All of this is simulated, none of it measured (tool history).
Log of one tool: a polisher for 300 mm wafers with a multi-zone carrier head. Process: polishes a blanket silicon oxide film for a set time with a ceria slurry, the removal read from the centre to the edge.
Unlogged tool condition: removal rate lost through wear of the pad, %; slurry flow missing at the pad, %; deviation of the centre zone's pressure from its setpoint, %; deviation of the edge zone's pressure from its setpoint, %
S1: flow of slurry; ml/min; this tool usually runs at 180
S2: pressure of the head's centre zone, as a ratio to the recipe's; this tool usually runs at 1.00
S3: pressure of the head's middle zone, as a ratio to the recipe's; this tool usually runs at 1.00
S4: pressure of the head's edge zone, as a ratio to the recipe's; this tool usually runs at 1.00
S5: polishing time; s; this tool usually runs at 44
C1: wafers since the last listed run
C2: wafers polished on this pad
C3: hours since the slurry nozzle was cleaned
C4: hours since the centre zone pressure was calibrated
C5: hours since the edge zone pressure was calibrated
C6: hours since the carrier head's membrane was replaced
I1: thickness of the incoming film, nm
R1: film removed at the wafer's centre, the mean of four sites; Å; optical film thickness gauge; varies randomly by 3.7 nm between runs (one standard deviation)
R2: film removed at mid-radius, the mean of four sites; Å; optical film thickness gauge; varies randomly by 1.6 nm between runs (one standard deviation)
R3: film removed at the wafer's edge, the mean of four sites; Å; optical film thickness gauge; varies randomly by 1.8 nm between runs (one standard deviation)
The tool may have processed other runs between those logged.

run	hour	S1	S2	S3	S4	S5	C1	C2	C3	C4	C5	C6	I1	R1	R2	R3
1	0.0	180	1.00	1.00	1.00	44	0	91	510.7	1094.5	194.0	68.1	1398.9	2747	2675	2711
2	6.9	130	1.00	1.11	1.00	30	60	152	517.6	1101.4	200.9	75.0	1417.3	1679	1813	1757
3	20.2	200	1.00	1.00	0.97	44	117	269	530.9	1114.7	214.2	88.3	1422.6	2676	2591	2609
4	33.8	205	1.05	1.00	1.00	44	119	389	544.5	1128.3	227.8	101.9	1403.1	2729	2530	2596
5	40.5	180	1.07	1.00	1.00	44	59	448	551.2	1135.0	234.5	108.6	1444.5	2720	2497	2541
6	54.0	180	1.00	1.00	1.00	44	118	567	564.7	1148.5	248.0	122.1	1447.8	2526	2464	2514
# hour 57.5: centre zone pressure recalibrated
7	63.3	180	1.00	1.00	1.00	44	64	631	574.0	5.8	257.3	131.4	1433.0	2491	2421	2502
# hour 72.5: slurry nozzle cleaned
8	73.0	180	1.00	0.92	1.00	44	76	708	0.5	15.5	267.0	141.1	1433.4	2471	2301	2490
9	78.2	245	1.09	1.00	0.93	44	45	754	5.7	20.7	272.2	146.3	1441.0	2809	2533	2457
10	90.1	180	0.91	0.93	0.93	50	104	859	17.6	32.6	284.1	158.2	1448.0	2535	2626	2720
11	102.3	180	1.08	1.00	1.09	57	107	966	29.8	44.8	296.3	170.4	1414.8	3430	3107	3310
12	112.8	230	0.93	1.00	0.92	31	92	1059	40.3	55.3	306.8	180.9	1444.1	1646	1744	1708
13	122.0	180	1.06	1.00	1.00	44	81	1140	49.5	64.5	316.0	190.1	1436.2	2557	2397	2413
# hour 131.6: worn pad replaced by a new one
14	132.1	180	1.00	1.00	1.00	44	53	4	59.6	74.6	326.1	200.2	1424.6	2799	2721	2765
15	138.7	180	0.96	1.10	1.00	33	58	62	66.2	81.2	332.7	206.8	1440.3	1944	2098	2015
16	152.6	180	1.06	1.00	1.00	50	122	185	80.1	95.1	346.6	220.7	1434.3	3170	2947	3001
17	166.5	180	1.00	1.00	1.00	54	122	307	94.0	109.0	360.5	234.6	1444.6	3156	3090	3155
18	178.3	235	1.04	0.94	0.91	44	104	411	105.8	120.8	372.3	246.4	1418.5	2708	2481	2502
19	185.4	180	1.00	1.00	0.89	53	62	474	112.9	127.9	379.4	253.5	1420.2	2995	2981	2874
20	192.9	180	1.00	1.00	1.00	44	66	540	120.4	135.4	386.9	261.0	1407.2	2495	2441	2480
21	207.0	180	1.00	1.00	1.00	44	124	664	134.5	149.5	401.0	275.1	1415.0	2515	2399	2468
22	219.4	180	1.08	1.00	1.09	57	109	773	146.9	161.9	413.4	287.5	1446.6	3435	3113	3260
23	234.3	145	1.12	1.06	1.05	44	131	905	161.8	176.8	428.3	302.4	1420.6	2632	2406	2451

Measured less the same run without the tool's hidden state. The same run-to-run variation is in both; the gauge's scatter may not be:
run	R1	R2	R3
1	-87	-85	-86
2	-78	-84	-81
3	-188	-181	-183
4	-244	-225	-232
5	-264	-242	-246
6	-279	-271	-277
7	-292	-284	-294
8	-306	-285	-308
9	-355	-320	-312
10	-336	-348	-360
11	-469	-426	-454
12	-231	-245	-239
13	-364	-342	-344
14	-46	-45	-46
15	-65	-70	-67
16	-200	-185	-189
17	-273	-267	-272
18	-277	-253	-256
19	-330	-329	-317
20	-294	-287	-292
21	-324	-309	-318
22	-470	-426	-446
23	-379	-346	-353
